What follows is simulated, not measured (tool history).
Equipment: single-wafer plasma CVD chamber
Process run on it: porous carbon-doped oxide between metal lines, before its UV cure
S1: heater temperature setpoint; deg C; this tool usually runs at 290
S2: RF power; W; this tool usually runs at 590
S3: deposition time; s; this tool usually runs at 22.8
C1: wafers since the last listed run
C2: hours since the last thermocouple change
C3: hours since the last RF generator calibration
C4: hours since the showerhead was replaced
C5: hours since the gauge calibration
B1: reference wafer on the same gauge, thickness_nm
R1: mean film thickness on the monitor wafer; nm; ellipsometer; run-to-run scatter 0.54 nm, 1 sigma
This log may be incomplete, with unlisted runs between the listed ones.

{"run": 1, "day": 0.0, "S1": 290, "S2": 675, "S3": 22.8, "C1": 0, "C2": 2319.3, "C3": 896.5, "C4": 6494.9, "C5": 95.6, "B1": 184.907, "R1": 172.548}
{"run": 2, "day": 2.271, "S1": 290, "S2": 590, "S3": 22.8, "C1": 1260, "C2": 2373.8, "C3": 951.0, "C4": 6549.4, "C5": 150.1, "B1": 185.134, "R1": 161.992}
{"run": 3, "day": 4.212, "S1": 290, "S2": 590, "S3": 22.8, "C1": 1077, "C2": 2420.4, "C3": 997.6, "C4": 6596.0, "C5": 196.7, "B1": 184.997, "R1": 161.733}
{"run": 4, "day": 6.871, "S1": 290, "S2": 590, "S3": 22.8, "C1": 1475, "C2": 2484.2, "C3": 1061.4, "C4": 6659.8, "C5": 260.5, "B1": 184.935, "R1": 162.034}
{"run": 5, "day": 8.412, "S1": 290, "S2": 590, "S3": 22.8, "C1": 855, "C2": 2521.2, "C3": 1098.4, "C4": 6696.8, "C5": 297.5, "B1": 185.042, "R1": 163.332}
{"run": 6, "day": 11.404, "S1": 283, "S2": 590, "S3": 22.8, "C1": 1660, "C2": 2593.0, "C3": 1170.2, "C4": 6768.6, "C5": 369.3, "B1": 185.083, "R1": 169.377}
{"run": 7, "day": 14.054, "S1": 283, "S2": 590, "S3": 22.8, "C1": 1470, "C2": 2656.6, "C3": 1233.8, "C4": 6832.2, "C5": 432.9, "B1": 185.106, "R1": 170.305}
{"run": 8, "day": 16.396, "S1": 290, "S2": 590, "S3": 22.8, "C1": 1299, "C2": 2712.8, "C3": 1290.0, "C4": 6888.4, "C5": 489.1, "B1": 184.927, "R1": 161.423}
{"run": 9, "day": 18.433, "S1": 290, "S2": 590, "S3": 22.8, "C1": 1130, "C2": 2761.7, "C3": 1338.9, "C4": 6937.3, "C5": 538.0, "B1": 184.92, "R1": 162.028}
{"run": 10, "day": 21.192, "S1": 286, "S2": 590, "S3": 22.8, "C1": 1530, "C2": 2827.9, "C3": 1405.1, "C4": 7003.5, "C5": 604.2, "B1": 184.965, "R1": 166.451}
{"run": 11, "day": 23.517, "S1": 286, "S2": 590, "S3": 22.8, "C1": 1290, "C2": 2883.7, "C3": 1460.9, "C4": 7059.3, "C5": 660.0, "B1": 184.95, "R1": 167.081}
{"day": 26.217, "done": "showerhead replaced"}
{"run": 12, "day": 26.258, "S1": 290, "S2": 590, "S3": 22.8, "C1": 1336, "C2": 2949.5, "C3": 1526.7, "C4": 1.0, "C5": 725.8, "B1": 184.973, "R1": 162.295}
{"run": 13, "day": 27.308, "S1": 290, "S2": 590, "S3": 22.8, "C1": 582, "C2": 2974.7, "C3": 1551.9, "C4": 26.2, "C5": 751.0, "B1": 185.122, "R1": 163.021}
{"run": 14, "day": 29.971, "S1": 290, "S2": 590, "S3": 22.8, "C1": 1477, "C2": 3038.6, "C3": 1615.8, "C4": 90.1, "C5": 814.9, "B1": 184.999, "R1": 161.949}
{"run": 15, "day": 31.562, "S1": 290, "S2": 590, "S3": 26.1, "C1": 883, "C2": 3076.8, "C3": 1654.0, "C4": 128.3, "C5": 853.1, "B1": 184.984, "R1": 184.819}
{"run": 16, "day": 33.488, "S1": 280, "S2": 590, "S3": 22.8, "C1": 1068, "C2": 3123.0, "C3": 1700.2, "C4": 174.5, "C5": 899.3, "B1": 185.012, "R1": 173.463}
{"day": 35.204, "done": "thermocouple changed; heater temperature recalibrated"}
{"run": 17, "day": 35.825, "S1": 285, "S2": 705, "S3": 18.5, "C1": 1112, "C2": 14.9, "C3": 1756.3, "C4": 230.6, "C5": 955.4, "B1": 184.94, "R1": 156.698}
{"day": 36.308, "done": "RF generator calibrated"}
{"run": 18, "day": 38.396, "S1": 303, "S2": 485, "S3": 20.1, "C1": 1241, "C2": 76.6, "C3": 50.1, "C4": 292.3, "C5": 1017.1, "B1": 185.047, "R1": 125.886}
{"run": 19, "day": 39.467, "S1": 296, "S2": 520, "S3": 22.8, "C1": 594, "C2": 102.3, "C3": 75.8, "C4": 318.0, "C5": 1042.8, "B1": 185.0, "R1": 153.511}
{"day": 39.688, "done": "gauge calibrated"}
{"run": 20, "day": 41.079, "S1": 297, "S2": 635, "S3": 24.0, "C1": 894, "C2": 141.0, "C3": 114.5, "C4": 356.7, "C5": 33.4, "B1": 185.038, "R1": 175.712}
{"run": 21, "day": 42.754, "S1": 294, "S2": 660, "S3": 24.7, "C1": 929, "C2": 181.2, "C3": 154.7, "C4": 396.9, "C5": 73.6, "B1": 184.991, "R1": 187.3}
{"run": 22, "day": 44.262, "S1": 290, "S2": 590, "S3": 22.8, "C1": 837, "C2": 217.4, "C3": 190.9, "C4": 433.1, "C5": 109.8, "B1": 184.945, "R1": 168.421}
{"run": 23, "day": 45.442, "S1": 290, "S2": 590, "S3": 20.7, "C1": 654, "C2": 245.7, "C3": 219.2, "C4": 461.4, "C5": 138.1, "B1": 185.073, "R1": 153.287}
{"run": 24, "day": 46.808, "S1": 285, "S2": 695, "S3": 21.2, "C1": 758, "C2": 278.5, "C3": 252.0, "C4": 494.2, "C5": 170.9, "B1": 184.991, "R1": 175.548}
{"run": 25, "day": 48.567, "S1": 290, "S2": 590, "S3": 26.9, "C1": 975, "C2": 320.7, "C3": 294.2, "C4": 536.4, "C5": 213.1, "B1": 185.008, "R1": 196.547}
{"run": 26, "day": 50.529, "S1": 304, "S2": 590, "S3": 22.8, "C1": 1089, "C2": 367.8, "C3": 341.3, "C4": 583.5, "C5": 260.2, "B1": 184.957, "R1": 151.746}
{"run": 27, "day": 51.942, "S1": 283, "S2": 525, "S3": 19.8, "C1": 783, "C2": 401.7, "C3": 375.2, "C4": 617.4, "C5": 294.1, "B1": 185.094, "R1": 145.367}

Consider 4 possible next runs. They are alternatives, not a sequence: every one starts from the tool as it was left by run 27. What does each give?
{"run": "A", "day": 51.958, "S1": 290, "S2": 510, "S3": 22.8, "C1": 9, "C2": 402.1, "C3": 375.6, "C4": 617.8, "C5": 294.5, "B1": "?", "R1": "?"}
{"run": "B", "day": 51.958, "S1": 286, "S2": 590, "S3": 24.1, "C1": 9, "C2": 402.1, "C3": 375.6, "C4": 617.8, "C5": 294.5, "B1": "?", "R1": "?"}
{"run": "C", "day": 51.958, "S1": 290, "S2": 590, "S3": 18.9, "C1": 9, "C2": 402.1, "C3": 375.6, "C4": 617.8, "C5": 294.5, "B1": "?", "R1": "?"}
{"run": "D", "day": 51.958, "S1": 278, "S2": 590, "S3": 22.8, "C1": 9, "C2": 402.1, "C3": 375.6, "C4": 617.8, "C5": 294.5, "B1": "?", "R1": "?"}

run=A B1=184.883 R1=156.387
run=B B1=184.883 R1=181.900
run=C B1=184.883 R1=139.936
run=D B1=184.883 R1=182.549
Had the tool no hidden state, the same runs would have come out as:
run=A R1=158.273
run=B R1=184.181
run=C R1=141.623
run=D R1=184.934

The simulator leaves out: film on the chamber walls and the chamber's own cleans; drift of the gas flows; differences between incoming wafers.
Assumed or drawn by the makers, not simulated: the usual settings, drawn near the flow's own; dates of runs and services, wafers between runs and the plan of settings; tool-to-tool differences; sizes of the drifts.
